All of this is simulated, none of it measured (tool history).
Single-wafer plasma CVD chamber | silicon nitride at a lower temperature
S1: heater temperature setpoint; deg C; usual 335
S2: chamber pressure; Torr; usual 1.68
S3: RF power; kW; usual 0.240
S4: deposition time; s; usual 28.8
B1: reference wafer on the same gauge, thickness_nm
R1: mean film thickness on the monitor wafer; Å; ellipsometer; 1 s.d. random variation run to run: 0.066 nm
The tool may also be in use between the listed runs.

run    hour   S1    S2     S3    S4      B1      R1
  1     0.0  335  1.68  0.240  28.8  33.440  300.40
  2    24.1  335  1.68  0.240  28.8  33.452  301.73
  3    65.1  335  1.42  0.240  26.6  33.490  266.45
  4   120.0  335  1.42  0.240  26.6  33.513  267.50
  5   186.3  335  1.94  0.240  28.8  33.538  311.27
  6   224.1  335  1.94  0.240  28.8  33.553  312.23
  7   285.1  335  1.94  0.240  28.8  33.591  312.67
  8   326.6  335  1.68  0.240  28.8  33.610  301.94
  9   380.0  335  1.68  0.240  28.8  33.630  302.97
 10   427.8  335  1.68  0.240  28.8  33.644  302.26
 11   454.1  346  1.68  0.240  27.1  33.656  283.25
 12   486.8  335  1.68  0.275  28.8  33.656  344.03
      511.5  -- RF generator calibrated
      523.7  -- capacitance manometer re-zeroed and calibrated
 13   524.2  335  1.68  0.275  28.8  33.691  345.01
 14   576.0  348  1.36  0.275  32.4  33.724  366.36
 15   626.5  335  1.47  0.225  28.8  33.731  275.90
 16   689.7  324  1.84  0.280  28.8  33.756  360.72
      717.7  -- gauge calibrated
 17   740.0  335  1.68  0.240  25.9  33.447  270.14
      750.9  -- showerhead replaced
 18   807.0  335  1.68  0.240  28.8  33.474  300.94
 19   871.6  335  1.68  0.240  33.5  33.501  352.50
      885.6  -- thermocouple changed; heater temperature recalibrated
 20   925.0  335  1.68  0.240  28.8  33.524  301.89
 21   983.9  349  1.68  0.220  23.2  33.570  220.93
 22  1176.3  335  1.68  0.280  28.8  33.650  348.92
 23  1224.8  321  1.68  0.240  28.8  33.671  304.34

Consider 5 possible next runs. They are alternatives, not a sequence: every one starts from the tool as it was left by run 23. What does each give?
  A  1225.2  348  1.68  0.240  28.8   ?   ?
  B  1225.2  322  1.96  0.195  23.0   ?   ?
  C  1225.2  335  1.68  0.240  30.5   ?   ?
  D  1225.2  350  1.48  0.260  32.3   ?   ?
  E  1225.2  335  1.29  0.240  28.8   ?   ?

run      B1      R1
  A  33.659  301.83
  B  33.659  202.25
  C  33.659  320.95
  D  33.659  354.23
  E  33.659  284.54
What these runs would have given with no unlogged condition in the tool:
run      R1
  A  299.43
  B  200.65
  C  318.40
  D  351.41
  E  282.27

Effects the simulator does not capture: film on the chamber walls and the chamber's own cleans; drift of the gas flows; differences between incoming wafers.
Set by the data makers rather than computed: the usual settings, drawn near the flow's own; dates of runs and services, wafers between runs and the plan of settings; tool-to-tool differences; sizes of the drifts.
